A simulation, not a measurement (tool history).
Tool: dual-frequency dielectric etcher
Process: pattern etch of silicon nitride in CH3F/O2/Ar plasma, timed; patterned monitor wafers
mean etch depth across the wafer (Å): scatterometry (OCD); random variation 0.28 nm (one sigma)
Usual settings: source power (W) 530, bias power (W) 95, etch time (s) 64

run   hour  source power (W)  bias power (W)  etch time (s)  wafers since the last listed run  hours since the last wet clean  hours since the last source power generator calibration  hours since the last bias power generator calibration  hours since the last upper electrode change  hours since the gauge calibration  read-back reference wafer on the same gauge, depth_nm  mean etch depth across the wafer (Å)
  1      0               530              95             64                                 0                             524                                                   4985.1                                                 2888.1                                       4997.9                                341                                                   48.1                                   510
  2   13.6               530              95             64                               195                           537.6                                                   4998.7                                                 2901.7                                       5011.5                              354.6                                                   48.1                                   511
  3   23.8               530              95             64                               146                           547.8                                                   5008.9                                                 2911.9                                       5021.7                              364.8                                                   48.1                                   515
  4   36.1               530              95             64                               176                           560.1                                                   5021.2                                                 2924.2                                         5034                              377.1                                                     48                                   512
  5   49.5               530              95             64                               192                           573.5                                                   5034.6                                                 2937.6                                       5047.4                              390.5                                                   48.1                                   512
      84.7  -- wet clean of the chamber
     107.7  -- upper electrode replaced
  6  108.2               530              95             64                               167                            23.5                                                   5093.3                                                 2996.3                                          0.5                              449.2                                                   48.1                                   525
  7  108.6               530              95             64                                 5                            23.9                                                   5093.7                                                 2996.7                                          0.9                              449.6                                                     48                                   528
  8  108.9               530              95             64                                 4                            24.2                                                     5094                                                   2997                                          1.2                              449.9                                                   48.1                                   528
  9  109.2               530              95             64                                 4                            24.5                                                   5094.3                                                 2997.3                                          1.5                              450.2                                                   48.1                                   529
 10  109.6               530              95             64                                 5                            24.9                                                   5094.7                                                 2997.7                                          1.9                              450.6                                                   48.1                                   525
 11  121.1               530              95             64                               165                            36.4                                                   5106.2                                                 3009.2                                         13.4                              462.1                                                   48.2                                   528
     130.5  -- bias power generator calibrated
 12  135.9               530              95             64                               155                            51.2                                                     5121                                                    5.4                                         28.2                              476.9                                                     48                                   529
 13  151.1               530              95             64                               218                            66.4                                                   5136.2                                                   20.6                                         43.4                              492.1                                                   48.3                                   529
 14  160.1               530              95             64                               129                            75.4                                                   5145.2                                                   29.6                                         52.4                              501.1                                                   48.1                                   523
 15  168.1               530              95             64                               114                            83.4                                                   5153.2                                                   37.6                                         60.4                              509.1                                                   48.1                                   524
 16  175.8               590             103           74.5                               110                            91.1                                                   5160.9                                                   45.3                                         68.1                              516.8                                                   48.1                                   639
     189.5  -- source power generator calibrated
 17    190               530              95             82                               146                           105.3                                                      0.5                                                   59.5                                         82.3                                531                                                     48                                   668
 18  199.4               530              95             50                               135                           114.7                                                      9.9                                                   68.9                                         91.7                              540.4                                                   48.2                                   407
 19    216               530             106             53                               238                           131.3                                                     26.5                                                   85.5                                        108.3                                557                                                   48.1                                   449
       218  -- gauge calibrated
 20    233               610              85             64                               244                           148.3                                                     43.5                                                  102.5                                        125.3                                 15                                                   48.1                                   523
 21  239.2               480              95             64                                89                           154.5                                                     49.7                                                  108.7                                        131.5                               21.2                                                   48.1                                   514
 22  251.4               630             116             78                               175                           166.7                                                     61.9                                                  120.9                                        143.7                               33.4                                                   48.1                                   707
 23  259.2               570              84             71                               112                           174.5                                                     69.7                                                  128.7                                        151.5                               41.2                                                   48.1                                   564
 24  274.8               530             113             64                               224                           190.1                                                     85.3                                                  144.3                                        167.1                               56.8                                                   48.1                                   555
 25  290.8               530              95           55.5                               229                           206.1                                                    101.3                                                  160.3                                        183.1                               72.8                                                   48.1                                   449
 26    308               630              87             81                               247                           223.3                                                    118.5                                                  177.5                                        200.3                                 90                                                   48.1                                   666
 27  316.6               660             109             64                               123                           231.9                                                    127.1                                                  186.1                                        208.9                               98.6                                                   47.9                                   575
 28    328               630             114           76.5                               163                           243.3                                                    138.5                                                  197.5                                        220.3                                110                                                     48                                   684
 29  343.1               530              95             64                               217                           258.4                                                    153.6                                                  212.6                                        235.4                              125.1                                                   47.9                                   524
 30  358.6               630              84             55                               222                           273.9                                                    169.1                                                  228.1                                        250.9                              140.6                                                   48.1                                   448
 31  368.9               490              82             83                               148                           284.2                                                    179.4                                                  238.4                                        261.2                              150.9                                                   48.1                                   632

3 ways to go on from here, each from the tool as it stands after run 31. What would each give?
  A  369.3               530              95             64                                 5                           284.6                                                    179.8                                                  238.8                                        261.6                              151.3                                                      ?                                     ?
  B  369.3               580              75             64                                 5                           284.6                                                    179.8                                                  238.8                                        261.6                              151.3                                                      ?                                     ?
  C  369.3               570              75             64                                 5                           284.6                                                    179.8                                                  238.8                                        261.6                              151.3                                                      ?                                     ?

run  read-back reference wafer on the same gauge, depth_nm  mean etch depth across the wafer (Å)
  A                                                   48.1                                   523
  B                                                   48.1                                   495
  C                                                   48.1                                   493
Without the tool's hidden state the same runs would have given:
run  mean etch depth across the wafer (Å)
  A                                   533
  B                                   504
  C                                   502
